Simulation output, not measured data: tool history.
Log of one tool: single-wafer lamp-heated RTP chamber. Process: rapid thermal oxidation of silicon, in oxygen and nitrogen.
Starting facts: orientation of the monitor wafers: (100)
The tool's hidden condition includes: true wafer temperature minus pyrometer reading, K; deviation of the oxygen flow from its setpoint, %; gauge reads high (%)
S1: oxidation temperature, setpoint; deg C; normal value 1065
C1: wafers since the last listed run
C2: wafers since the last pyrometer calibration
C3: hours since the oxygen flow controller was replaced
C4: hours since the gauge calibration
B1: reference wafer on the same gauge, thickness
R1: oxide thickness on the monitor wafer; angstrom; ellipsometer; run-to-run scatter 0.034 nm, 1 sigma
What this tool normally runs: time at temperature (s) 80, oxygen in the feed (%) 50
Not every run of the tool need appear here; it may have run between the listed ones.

run 1 hour=0.0 | S1=1065 time_at_temperature_(s)=80 oxygen_in_the_feed_(%)=50 | C1=0 C2=3103 C3=1873.4 C4=234.4 | B1=6.524 | R1=79.56
-- hour=54.0 pyrometer window cleaned and pyrometer calibrated
run 2 hour=68.0 | S1=1065 time_at_temperature_(s)=62 oxygen_in_the_feed_(%)=50 | C1=603 C2=140 C3=1941.4 C4=302.4 | B1=6.503 | R1=68.30
run 3 hour=107.0 | S1=1065 time_at_temperature_(s)=71 oxygen_in_the_feed_(%)=50 | C1=392 C2=532 C3=1980.4 C4=341.4 | B1=6.514 | R1=72.03
run 4 hour=214.5 | S1=1065 time_at_temperature_(s)=80 oxygen_in_the_feed_(%)=50 | C1=1081 C2=1614 C3=2087.9 C4=448.9 | B1=6.506 | R1=77.73
run 5 hour=308.0 | S1=1065 time_at_temperature_(s)=80 oxygen_in_the_feed_(%)=50 | C1=940 C2=2554 C3=2181.4 C4=542.4 | B1=6.511 | R1=79.28
-- hour=325.9 oxygen flow controller replaced
run 6 hour=356.5 | S1=1065 time_at_temperature_(s)=80 oxygen_in_the_feed_(%)=50 | C1=407 C2=2961 C3=30.6 C4=590.9 | B1=6.511 | R1=79.10
run 7 hour=410.6 | S1=1065 time_at_temperature_(s)=80 oxygen_in_the_feed_(%)=50 | C1=544 C2=3505 C3=84.7 C4=645.0 | B1=6.497 | R1=79.99
-- hour=422.7 pyrometer window cleaned and pyrometer calibrated
run 8 hour=459.8 | S1=1065 time_at_temperature_(s)=80 oxygen_in_the_feed_(%)=50 | C1=414 C2=373 C3=133.9 C4=694.2 | B1=6.522 | R1=77.44
-- hour=482.9 gauge calibrated
run 9 hour=497.0 | S1=1065 time_at_temperature_(s)=80 oxygen_in_the_feed_(%)=66 | C1=374 C2=747 C3=171.1 C4=14.1 | B1=6.508 | R1=85.11
run 10 hour=585.0 | S1=1079 time_at_temperature_(s)=96 oxygen_in_the_feed_(%)=50 | C1=885 C2=1632 C3=259.1 C4=102.1 | B1=6.509 | R1=92.19
run 11 hour=669.7 | S1=1086 time_at_temperature_(s)=80 oxygen_in_the_feed_(%)=50 | C1=851 C2=2484 C3=343.8 C4=186.8 | B1=6.516 | R1=91.24
run 12 hour=754.0 | S1=1065 time_at_temperature_(s)=80 oxygen_in_the_feed_(%)=50 | C1=847 C2=3332 C3=428.1 C4=271.1 | B1=6.510 | R1=79.78
-- hour=805.9 pyrometer window cleaned and pyrometer calibrated
run 13 hour=818.8 | S1=1074 time_at_temperature_(s)=67 oxygen_in_the_feed_(%)=66 | C1=571 C2=129 C3=492.9 C4=335.9 | B1=6.501 | R1=83.28
run 14 hour=899.5 | S1=1036 time_at_temperature_(s)=112 oxygen_in_the_feed_(%)=37 | C1=811 C2=941 C3=573.6 C4=416.6 | B1=6.505 | R1=66.08

Predict each of these 3 candidate next runs independently; none follows another, all start after run 14:
run A hour=900.0 | S1=1065 time_at_temperature_(s)=80 oxygen_in_the_feed_(%)=50 | C1=5 C2=946 C3=574.1 C4=417.1 | B1=? | R1=?
run B hour=900.0 | S1=1065 time_at_temperature_(s)=62 oxygen_in_the_feed_(%)=70 | C1=5 C2=946 C3=574.1 C4=417.1 | B1=? | R1=?
run C hour=900.0 | S1=1093 time_at_temperature_(s)=50 oxygen_in_the_feed_(%)=58 | C1=5 C2=946 C3=574.1 C4=417.1 | B1=? | R1=?

run=A B1=6.501 R1=76.30
run=B B1=6.501 R1=76.77
run=C B1=6.501 R1=78.35
With no hidden state in the tool, these same runs would have given:
run=A R1=75.86
run=B R1=76.32
run=C R1=77.91
